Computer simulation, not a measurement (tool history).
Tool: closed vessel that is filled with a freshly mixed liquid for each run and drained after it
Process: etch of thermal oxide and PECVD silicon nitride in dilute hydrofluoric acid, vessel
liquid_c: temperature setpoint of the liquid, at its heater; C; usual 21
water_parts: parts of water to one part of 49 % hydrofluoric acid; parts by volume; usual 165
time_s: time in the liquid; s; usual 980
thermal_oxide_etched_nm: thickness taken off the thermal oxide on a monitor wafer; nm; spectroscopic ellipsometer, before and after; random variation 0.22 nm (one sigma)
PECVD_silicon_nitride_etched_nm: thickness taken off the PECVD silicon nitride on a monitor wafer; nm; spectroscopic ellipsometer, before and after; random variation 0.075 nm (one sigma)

run,day,liquid_c,water_parts,time_s,"read-back film thickness of the thermal oxide reference wafer, read on the same gauge (nm)","read-back film thickness of the PECVD silicon nitride reference wafer, read on the same gauge (nm)",thermal_oxide_etched_nm,PECVD_silicon_nitride_etched_nm
1,0,21,165,980,129.96,39.98,22.76,18.45
2,0.438,21,165,1140,129.98,39.98,26.28,21.62
3,1.058,21,165,1140,130.04,40.01,26.55,21.72
4,1.538,21,165,980,130,40.02,22.75,18.51
5,2.012,21,165,980,129.98,40.03,22.38,18.67
6,2.358,21,165,980,130.05,40,22.55,18.46
7,3.104,19,165,980,129.96,40.01,21,16.24
8,3.617,19,165,980,130.01,40,21.11,16.39
9,3.879,21,165,980,130.04,39.99,22.18,18.49
10,4.529,21,165,980,129.98,39.99,22.53,18.62
11,5.058,21,110,760,129.99,40.02,27.99,21.36
# day 5.192: hydrofluoric acid flow meter replaced
12,5.704,25,235,1340,129.97,40.02,23.47,23.03
# day 6.075: thermometer replaced
13,6.267,19.5,195,980,130.03,40.01,17.4,14.3
14,6.712,21,165,505,130.01,40,11.76,9.58
15,7.279,17,165,1505,130.03,39.99,29.39,21.88
16,7.646,21,165,1535,130.01,40.02,35.99,29.1
17,8.088,17,145,980,129.96,39.98,22.04,16.07
18,8.683,21,165,765,130.05,39.99,17.81,14.53
# day 9.083: gauge calibrated
19,9.362,21,230,1300,130.04,40.01,20.15,17.75
20,11.383,21,165,980,130.03,39.97,22.68,18.44
21,11.975,21,165,980,130,40,22.58,18.69

Forecast each of these 3 alternatives for the next run:
A,12.012,21,110,980,?,?,?,?
B,12.012,21,165,1445,?,?,?,?
C,12.012,19,130,1195,?,?,?,?

run,"read-back film thickness of the thermal oxide reference wafer, read on the same gauge (nm)","read-back film thickness of the PECVD silicon nitride reference wafer, read on the same gauge (nm)",thermal_oxide_etched_nm,PECVD_silicon_nitride_etched_nm
A,130,40.01,35.62,27.44
B,130,40.01,32.99,27.21
C,130,40.01,33.16,24.83
Without the tool's hidden state the same runs would have given:
run,thermal_oxide_etched_nm,PECVD_silicon_nitride_etched_nm
A,35.62,27.44
B,32.99,27.21
C,33.16,24.83

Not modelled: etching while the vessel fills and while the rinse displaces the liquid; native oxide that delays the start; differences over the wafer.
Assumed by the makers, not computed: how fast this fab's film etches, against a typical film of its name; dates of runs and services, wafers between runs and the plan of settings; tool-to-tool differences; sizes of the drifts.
